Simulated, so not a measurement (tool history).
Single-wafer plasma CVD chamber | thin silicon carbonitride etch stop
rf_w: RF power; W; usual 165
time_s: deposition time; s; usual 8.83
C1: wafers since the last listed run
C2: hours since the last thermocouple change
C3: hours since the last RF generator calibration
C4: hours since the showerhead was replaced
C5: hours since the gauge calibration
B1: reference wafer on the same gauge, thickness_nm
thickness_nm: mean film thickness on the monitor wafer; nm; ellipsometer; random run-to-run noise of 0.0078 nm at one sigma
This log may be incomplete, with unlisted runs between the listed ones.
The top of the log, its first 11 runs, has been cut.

-- hour=327.6 RF generator calibrated
run 12 hour=343.5 | rf_w=165 time_s=8.83 | C1=854 C2=2446.8 C3=15.9 C4=81.7 C5=751.5 | B1=5.561 | thickness_nm=4.724
run 13 hour=368.8 | rf_w=165 time_s=8.83 | C1=1138 C2=2472.1 C3=41.2 C4=107.0 C5=776.8 | B1=5.560 | thickness_nm=4.725
-- hour=381.5 gauge calibrated
run 14 hour=392.1 | rf_w=165 time_s=8.83 | C1=1048 C2=2495.4 C3=64.5 C4=130.3 C5=10.6 | B1=5.558 | thickness_nm=4.724
run 15 hour=416.5 | rf_w=165 time_s=8.83 | C1=1097 C2=2519.8 C3=88.9 C4=154.7 C5=35.0 | B1=5.562 | thickness_nm=4.727
run 16 hour=437.5 | rf_w=165 time_s=8.83 | C1=944 C2=2540.8 C3=109.9 C4=175.7 C5=56.0 | B1=5.561 | thickness_nm=4.719
run 17 hour=470.6 | rf_w=165 time_s=8.83 | C1=1489 C2=2573.9 C3=143.0 C4=208.8 C5=89.1 | B1=5.559 | thickness_nm=4.725
run 18 hour=498.8 | rf_w=185 time_s=9.71 | C1=1268 C2=2602.1 C3=171.2 C4=237.0 C5=117.3 | B1=5.560 | thickness_nm=5.292
run 19 hour=511.7 | rf_w=135 time_s=10.39 | C1=580 C2=2615.0 C3=184.1 C4=249.9 C5=130.2 | B1=5.558 | thickness_nm=5.365
run 20 hour=524.4 | rf_w=190 time_s=8.83 | C1=571 C2=2627.7 C3=196.8 C4=262.6 C5=142.9 | B1=5.561 | thickness_nm=4.834
run 21 hour=554.6 | rf_w=175 time_s=9.82 | C1=1358 C2=2657.9 C3=227.0 C4=292.8 C5=173.1 | B1=5.559 | thickness_nm=5.294
run 22 hour=581.1 | rf_w=165 time_s=8.83 | C1=1192 C2=2684.4 C3=253.5 C4=319.3 C5=199.6 | B1=5.563 | thickness_nm=4.708
-- hour=617.8 thermocouple changed; heater temperature recalibrated
run 23 hour=618.3 | rf_w=165 time_s=7.56 | C1=1313 C2=0.5 C3=290.7 C4=356.5 C5=236.8 | B1=5.560 | thickness_nm=4.025
run 24 hour=642.2 | rf_w=135 time_s=7.66 | C1=1075 C2=24.4 C3=314.6 C4=380.4 C5=260.7 | B1=5.561 | thickness_nm=3.946
run 25 hour=676.0 | rf_w=185 time_s=8.33 | C1=1520 C2=58.2 C3=348.4 C4=414.2 C5=294.5 | B1=5.562 | thickness_nm=4.540
run 26 hour=701.0 | rf_w=195 time_s=8.83 | C1=1124 C2=83.2 C3=373.4 C4=439.2 C5=319.5 | B1=5.563 | thickness_nm=4.851
run 27 hour=732.8 | rf_w=140 time_s=10.30 | C1=1430 C2=115.0 C3=405.2 C4=471.0 C5=351.3 | B1=5.560 | thickness_nm=5.338
run 28 hour=748.9 | rf_w=155 time_s=9.28 | C1=724 C2=131.1 C3=421.3 C4=487.1 C5=367.4 | B1=5.561 | thickness_nm=4.900
run 29 hour=778.7 | rf_w=190 time_s=7.13 | C1=1340 C2=160.9 C3=451.1 C4=516.9 C5=397.2 | B1=5.559 | thickness_nm=3.891
run 30 hour=805.6 | rf_w=145 time_s=8.83 | C1=1210 C2=187.8 C3=478.0 C4=543.8 C5=424.1 | B1=5.561 | thickness_nm=4.593
run 31 hour=831.9 | rf_w=135 time_s=7.57 | C1=1183 C2=214.1 C3=504.3 C4=570.1 C5=450.4 | B1=5.557 | thickness_nm=3.883

3 options for the next run, each taken on its own from the tool as it stands now. Forecast them:
run A hour=832.3 | rf_w=165 time_s=8.83 | C1=17 C2=214.5 C3=504.7 C4=570.5 C5=450.8 | B1=? | thickness_nm=?
run B hour=832.3 | rf_w=155 time_s=8.83 | C1=17 C2=214.5 C3=504.7 C4=570.5 C5=450.8 | B1=? | thickness_nm=?
run C hour=832.3 | rf_w=140 time_s=10.43 | C1=17 C2=214.5 C3=504.7 C4=570.5 C5=450.8 | B1=? | thickness_nm=?

run=A B1=5.566 thickness_nm=4.703
run=B B1=5.566 thickness_nm=4.654
run=C B1=5.566 thickness_nm=5.407
With no hidden state in the tool, these same runs would have given:
run=A thickness_nm=4.735
run=B thickness_nm=4.686
run=C thickness_nm=5.444

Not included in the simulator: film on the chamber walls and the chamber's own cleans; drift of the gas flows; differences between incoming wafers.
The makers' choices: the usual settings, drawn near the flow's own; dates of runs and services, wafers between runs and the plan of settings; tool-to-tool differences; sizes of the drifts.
